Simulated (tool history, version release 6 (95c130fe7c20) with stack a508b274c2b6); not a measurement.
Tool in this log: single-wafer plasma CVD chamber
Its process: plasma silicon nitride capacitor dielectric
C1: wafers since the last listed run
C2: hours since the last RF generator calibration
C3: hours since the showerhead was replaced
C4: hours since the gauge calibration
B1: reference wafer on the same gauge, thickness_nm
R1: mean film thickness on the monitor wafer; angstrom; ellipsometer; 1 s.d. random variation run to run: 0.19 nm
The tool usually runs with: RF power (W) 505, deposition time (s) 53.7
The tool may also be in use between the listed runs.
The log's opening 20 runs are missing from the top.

Run 21, hour 475.9: usual settings but RF power (W) 525; C1 321; C2 2088.4; C3 6202.8; C4 37.1; B1 74.374. Result: R1 840.66 angstrom.
Run 22, hour 503.5: usual settings but RF power (W) 555; C1 595; C2 2116; C3 6230.4; C4 64.7; B1 74.38. Result: R1 859.8 angstrom.
Run 23, hour 533.5: usual settings; C1 647; C2 2146; C3 6260.4; C4 94.7; B1 74.422. Result: R1 828.08 angstrom.
Run 24, hour 556.4: usual settings; C1 493; C2 2168.9; C3 6283.3; C4 117.6; B1 74.399. Result: R1 829.85 angstrom.
Run 25, hour 576: usual settings but RF power (W) 535; C1 422; C2 2188.5; C3 6302.9; C4 137.2; B1 74.41. Result: R1 844.03 angstrom.
At hour 586.3: showerhead replaced.
Run 26, hour 591.3: usual settings but RF power (W) 410, deposition time (s) 60.3; C1 157; C2 2203.8; C3 5; C4 152.5; B1 74.393. Result: R1 869.3 angstrom.
Run 27, hour 605.9: usual settings but RF power (W) 535; C1 314; C2 2218.4; C3 19.6; C4 167.1; B1 74.416. Result: R1 846.65 angstrom.
Run 28, hour 625: usual settings but deposition time (s) 46.2; C1 412; C2 2237.5; C3 38.7; C4 186.2; B1 74.458. Result: R1 712.27 angstrom.
Run 29, hour 652.8: usual settings but RF power (W) 575, deposition time (s) 50.7; C1 599; C2 2265.3; C3 66.5; C4 214; B1 74.362. Result: R1 816.05 angstrom.
Run 30, hour 666.7: usual settings but deposition time (s) 58.1; C1 299; C2 2279.2; C3 80.4; C4 227.9; B1 74.502. Result: R1 893.98 angstrom.
Run 31, hour 691.4: usual settings but RF power (W) 415; C1 532; C2 2303.9; C3 105.1; C4 252.6; B1 74.408. Result: R1 775.61 angstrom.
At hour 726.9: RF generator calibrated.
Run 32, hour 727.4: usual settings but deposition time (s) 58.1; C1 603; C2 0.5; C3 141.1; C4 288.6; B1 74.438. Result: R1 919.13 angstrom.
Run 33, hour 739.7: usual settings; C1 265; C2 12.8; C3 153.4; C4 300.9; B1 74.45. Result: R1 845.86 angstrom.
Run 34, hour 762.1: usual settings but RF power (W) 410, deposition time (s) 56.4; C1 483; C2 35.2; C3 175.8; C4 323.3; B1 74.384. Result: R1 833 angstrom.
Run 35, hour 791.7: usual settings but deposition time (s) 50.2; C1 638; C2 64.8; C3 205.4; C4 352.9; B1 74.335. Result: R1 794.2 angstrom.
Run 36, hour 819.6: usual settings but RF power (W) 600, deposition time (s) 46; C1 601; C2 92.7; C3 233.3; C4 380.8; B1 74.351. Result: R1 766.68 angstrom.
Run 37, hour 847.2: usual settings but deposition time (s) 49.1; C1 595; C2 120.3; C3 260.9; C4 408.4; B1 74.351. Result: R1 774.72 angstrom.
Run 38, hour 861.8: usual settings but RF power (W) 570, deposition time (s) 63.2; C1 314; C2 134.9; C3 275.5; C4 423; B1 74.428. Result: R1 1042.37 angstrom.
Run 39, hour 884.9: usual settings but RF power (W) 435, deposition time (s) 64.3; C1 498; C2 158; C3 298.6; C4 446.1; B1 74.363. Result: R1 968.64 angstrom.
Run 40, hour 904.8: usual settings but RF power (W) 595, deposition time (s) 59.5; C1 429; C2 177.9; C3 318.5; C4 466; B1 74.349. Result: R1 988.46 angstrom.
Run 41, hour 931.3: usual settings but deposition time (s) 63; C1 571; C2 204.4; C3 345; C4 492.5; B1 74.428. Result: R1 992.04 angstrom.
Run 42, hour 952.1: usual settings but RF power (W) 435; C1 448; C2 225.2; C3 365.8; C4 513.3; B1 74.38. Result: R1 810.28 angstrom.
Run 43, hour 980.7: usual settings but RF power (W) 555, deposition time (s) 58.7; C1 616; C2 253.8; C3 394.4; C4 541.9; B1 74.326. Result: R1 955.64 angstrom.
Run 44, hour 996.2: usual settings but deposition time (s) 62.2; C1 334; C2 269.3; C3 409.9; C4 557.4; B1 74.502. Result: R1 978.35 angstrom.

Below are 4 alternative next runs, each starting from the tool's condition after run 44. Predict each:
Run A, hour 996.6: usual settings but deposition time (s) 43.3; C1 8; C2 269.7; C3 410.3; C4 557.8; B1 ?. Result: R1 ?.
Run B, hour 996.6: usual settings but RF power (W) 595, deposition time (s) 60.4; C1 8; C2 269.7; C3 410.3; C4 557.8; B1 ?. Result: R1 ?.
Run C, hour 996.6: usual settings but RF power (W) 410, deposition time (s) 58; C1 8; C2 269.7; C3 410.3; C4 557.8; B1 ?. Result: R1 ?.
Run D, hour 996.6: usual settings but RF power (W) 420, deposition time (s) 44.3; C1 8; C2 269.7; C3 410.3; C4 557.8; B1 ?. Result: R1 ?.

run      B1       R1
  A  74.365   684.23
  B  74.365  1005.08
  C  74.365   857.65
  D  74.365   660.15
What these runs would have given with no unlogged condition in the tool:
run       R1
  A   685.85
  B  1007.46
  C   859.69
  D   661.71

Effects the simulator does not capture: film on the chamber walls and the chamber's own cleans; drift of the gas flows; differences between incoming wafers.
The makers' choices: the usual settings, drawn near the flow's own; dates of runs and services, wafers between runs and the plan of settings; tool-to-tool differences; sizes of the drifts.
